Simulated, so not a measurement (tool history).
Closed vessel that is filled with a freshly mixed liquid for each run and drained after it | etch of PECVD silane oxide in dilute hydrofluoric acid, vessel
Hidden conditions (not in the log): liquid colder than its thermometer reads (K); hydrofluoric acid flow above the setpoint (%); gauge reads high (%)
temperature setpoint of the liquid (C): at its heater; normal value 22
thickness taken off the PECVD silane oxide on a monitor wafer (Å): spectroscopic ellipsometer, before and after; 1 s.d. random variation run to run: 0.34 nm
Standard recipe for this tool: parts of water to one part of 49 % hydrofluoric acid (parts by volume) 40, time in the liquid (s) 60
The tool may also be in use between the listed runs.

run   hour  temperature setpoint of the liquid (C)  parts of water to one part of 49 % hydrofluoric acid (parts by volume)  time in the liquid (s)  wafers since the last listed run  hours since the thermometer was replaced  hours since the hydrofluoric acid flow meter was replaced  hours since the gauge calibration  read-back film thickness of the PECVD silane oxide reference wafer, read on the same gauge (nm)  thickness taken off the PECVD silane oxide on a monitor wafer (Å)
  1      0                                      22                                                                      40                      60                                 0                                    1615.2                                                     1888.4                              577.9                                                                                               90                                                                564
  2   13.7                                      22                                                                      40                      60                               868                                    1628.9                                                     1902.1                              591.6                                                                                            89.97                                                              568.2
  3   36.2                                      22                                                                      40                      60                              1425                                    1651.4                                                     1924.6                              614.1                                                                                            89.99                                                              570.2
  4   83.1                                      22                                                                      40                      60                              2972                                    1698.3                                                     1971.5                                661                                                                                            89.98                                                              564.6
  5  106.2                                      22                                                                      40                      60                              1463                                    1721.4                                                     1994.6                              684.1                                                                                               90                                                              563.8
  6    132                                      22                                                                      40                      60                              1635                                    1747.2                                                     2020.4                              709.9                                                                                            89.99                                                              566.1
  7    148                                      22                                                                      40                      60                              1014                                    1763.2                                                     2036.4                              725.9                                                                                            89.97                                                              571.3
  8  173.8                                      22                                                                      40                      60                              1635                                      1789                                                     2062.2                              751.7                                                                                            90.01                                                              566.9
     193.6  -- thermometer replaced
  9  194.4                                      22                                                                      40                      50                              1242                                       0.8                                                     2082.8                              772.3                                                                                            90.02                                                              502.8
 10  223.2                                      22                                                                      40                      85                              1825                                      29.6                                                     2111.6                              801.1                                                                                            89.99                                                              861.6
 11  258.9                                      22                                                                      30                      75                              2262                                      65.3                                                     2147.3                              836.8                                                                                            89.99                                                             1019.1
 12  287.5                                      22                                                                      30                      75                              1812                                      93.9                                                     2175.9                              865.4                                                                                               90                                                             1023.3
 13  299.5                                      22                                                                      30                      75                               760                                     105.9                                                     2187.9                              877.4                                                                                               90                                                             1025.5
 14  322.3                                      19                                                                      40                      60                              1444                                     128.7                                                     2210.7                              900.2                                                                                            89.97                                                              531.2
 15  340.8                                      22                                                                      40                      85                              1172                                     147.2                                                     2229.2                              918.7                                                                                            90.01                                                              854.1
 16  365.3                                    19.5                                                                      45                      85                              1552                                     171.7                                                     2253.7                              943.2                                                                                            90.03                                                              681.7
 17  377.9                                      19                                                                      25                      70                               798                                     184.3                                                     2266.3                              955.8                                                                                               90                                                             1004.7
 18    408                                      27                                                                      20                      85                              1907                                     214.4                                                     2296.4                              985.9                                                                                               90                                                             2158.6
     413.7  -- hydrofluoric acid flow meter replaced
 19  424.6                                    24.5                                                                      40                      30                               988                                       231                                                       10.9                             1002.5                                                                                            90.02                                                              303.6
 20  450.5                                      26                                                                      60                      60                              1641                                     256.9                                                       36.8                             1028.4                                                                                            89.99                                                              425.1
 21  468.1                                      24                                                                      40                      35                              1115                                     274.5                                                       54.4                               1046                                                                                               90                                                              349.9
 22  511.9                                    19.5                                                                      50                      90                              2775                                     318.3                                                       98.2                             1089.8                                                                                            89.97                                                              584.5
 23  539.9                                    26.5                                                                      30                      30                              1774                                     346.3                                                      126.2                             1117.8                                                                                               90                                                              452.1
 24  561.3                                      22                                                                      35                      60                              1356                                     367.7                                                      147.6                             1139.2                                                                                            90.01                                                              634.2
 25  581.2                                      25                                                                      55                      35                              1261                                     387.6                                                      167.5                             1159.1                                                                                            89.98                                                              259.6
     583.6  -- gauge calibrated
 26  597.6                                    24.5                                                                      40                      75                              1039                                       404                                                      183.9                                 14                                                                                            89.98                                                              773.6
 27  615.6                                      19                                                                      25                      70                              1140                                       422                                                      201.9                                 32                                                                                            90.01                                                              928.8
 28  691.8                                      26                                                                      40                      60                              4829                                     498.2                                                      278.1                              108.2                                                                                            89.98                                                              652.8
 29  722.9                                      22                                                                      40                      60                              1970                                     529.3                                                      309.2                              139.3                                                                                            89.98                                                              559.6
 30  741.6                                    20.5                                                                      40                      40                              1185                                       548                                                      327.9                                158                                                                                            89.99                                                                345
 31  833.2                                      22                                                                      35                      35                              5805                                     639.6                                                      419.5                              249.6                                                                                            89.99                                                              374.6
 32  860.9                                      22                                                                      40                      60                              1755                                     667.3                                                      447.2                              277.3                                                                                            89.98                                                              561.5

Table of differences, measured result less the result of that run with no hidden state. Run-to-run variation is the same in both. Gauge scatter possibly is not:
run  thickness taken off the PECVD silane oxide on a monitor wafer (Å)
  1                                                              +22.6
  2                                                              +22.8
  3                                                              +23.3
  4                                                              +23.6
  5                                                              +23.6
  6                                                              +24.1
  7                                                              +24.6
  8                                                              +24.5
  9                                                              +47.7
 10                                                              +82.4
 11                                                              +96.9
 12                                                              +97.6
 13                                                              +98.2
 14                                                              +51.5
 15                                                              +83.5
 16                                                              +66.8
 17                                                              +96.4
 18                                                             +209.8
 19                                                               +3.3
 20                                                               +5.1
 21                                                               +4.1
 22                                                               +7.2
 23                                                               +5.9
 24                                                               +8.4
 25                                                               +3.9
 26                                                              +11.4
 27                                                              +12.9
 28                                                              +11.2
 29                                                               +9.6
 30                                                                 +6
 31                                                               +7.2
 32                                                              +11.3
